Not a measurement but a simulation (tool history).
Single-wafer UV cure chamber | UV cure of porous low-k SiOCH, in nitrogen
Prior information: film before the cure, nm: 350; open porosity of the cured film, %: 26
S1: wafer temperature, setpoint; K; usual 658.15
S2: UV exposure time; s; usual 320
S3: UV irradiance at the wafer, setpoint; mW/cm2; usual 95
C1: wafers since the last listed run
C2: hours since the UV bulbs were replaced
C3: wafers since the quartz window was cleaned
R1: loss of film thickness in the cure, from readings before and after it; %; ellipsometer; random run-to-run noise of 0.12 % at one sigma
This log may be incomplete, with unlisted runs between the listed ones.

run	hour	S1	S2	S3	C1	C2	C3	R1
1	0.0	658.15	320	95	0	1174.3	4833	14.460
2	16.6	658.15	320	95	57	1190.9	4890	14.379
3	32.1	658.15	320	95	53	1206.4	4943	14.350
4	48.2	658.15	320	75	55	1222.5	4999	13.372
5	57.1	658.15	320	75	30	1231.4	5029	13.196
# hour 70.8: UV bulbs replaced
6	71.3	658.15	320	75	21	0.5	5051	13.219
# hour 86.1: quartz window cleaned
7	86.6	658.15	320	95	25	15.8	1	14.440
8	94.1	667.15	420	124	25	23.3	27	17.397
9	107.4	665.15	470	134	45	36.6	73	18.403
10	121.1	658.15	320	69	47	50.3	120	12.859
11	130.7	658.15	320	95	32	59.9	153	14.353
12	146.8	669.15	320	95	55	76.0	208	14.754
13	156.3	658.15	385	110	32	85.5	241	16.041
14	167.4	658.15	320	95	38	96.6	279	14.340

What was the tool's hidden state at every run in the log?
lamp output below its setpoint, %: 0 in every run
transmission lost against a clean window, %: 0 in every run
